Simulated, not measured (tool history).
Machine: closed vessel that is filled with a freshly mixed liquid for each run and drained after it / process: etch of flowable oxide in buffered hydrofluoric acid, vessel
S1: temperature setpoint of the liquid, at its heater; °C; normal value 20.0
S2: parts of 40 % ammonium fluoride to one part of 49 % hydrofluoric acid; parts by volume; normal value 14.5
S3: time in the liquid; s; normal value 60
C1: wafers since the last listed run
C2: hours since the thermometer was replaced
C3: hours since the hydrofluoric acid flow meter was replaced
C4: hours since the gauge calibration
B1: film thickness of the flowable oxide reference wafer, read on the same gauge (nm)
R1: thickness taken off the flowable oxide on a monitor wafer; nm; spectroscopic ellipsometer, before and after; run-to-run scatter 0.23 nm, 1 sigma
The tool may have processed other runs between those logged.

run    day    S1    S2  S3    C1      C2     C3     C4     B1      R1
  1  0.000  17.0  14.5  35     0  1868.5  819.1  101.5  90.03   63.92
  2  0.479  17.0  14.5  35  1433  1880.0  830.6  113.0  89.97   64.20
  3  0.779  20.0  14.5  60   897  1887.2  837.8  120.2  89.99  129.57
  4  1.192  20.0  14.5  60  1234  1897.1  847.7  130.1  89.99  129.97
  5  1.842  20.0  14.5  60  1945  1912.7  863.3  145.7  90.01  130.69
     2.379  -- gauge calibrated
  6  2.558  20.0  14.5  60  2144  1929.9  880.5    4.3  90.01  131.70
  7  3.121  20.0  14.5  60  1683  1943.4  894.0   17.8  89.98  130.78
     3.346  -- hydrofluoric acid flow meter replaced
  8  3.504  20.0  12.5  60  1022  1952.6    3.8   27.0  89.96  139.61
  9  3.933  21.5  11.0  30  1284  1962.9   14.1   37.3  90.04   85.63
 10  4.567  23.0  11.0  60  1895  1978.1   29.3   52.5  89.99  187.02
     4.688  -- thermometer replaced
 11  5.271  20.0  14.5  60  1982    14.0   46.2   69.4  89.98  106.64
 12  5.629  20.0  14.5  60  1072    22.6   54.8   78.0  89.99  106.71
 13  6.321  24.5  20.5  30  2069    39.2   71.4   94.6  90.00   48.80
 14  6.692  17.0  14.5  40  1109    48.1   80.3  103.5  89.96   60.53
 15  7.329  18.0  14.5  95  1907    63.4   95.6  118.8  90.02  152.00

Alternative continuations, all from the tool just after run 15; predict every row:
  A  7.358  20.0  14.5  60  87  64.1  96.3  119.5   ?   ?
  B  7.358  23.5  16.0  45  87  64.1  96.3  119.5   ?   ?
  C  7.358  23.5  14.5  35  87  64.1  96.3  119.5   ?   ?

run     B1      R1
  A  90.01  107.56
  B  90.01   88.89
  C  90.01   76.15
Had the tool no hidden state, the same runs would have come out as:
run      R1
  A  103.42
  B   85.49
  C   73.24
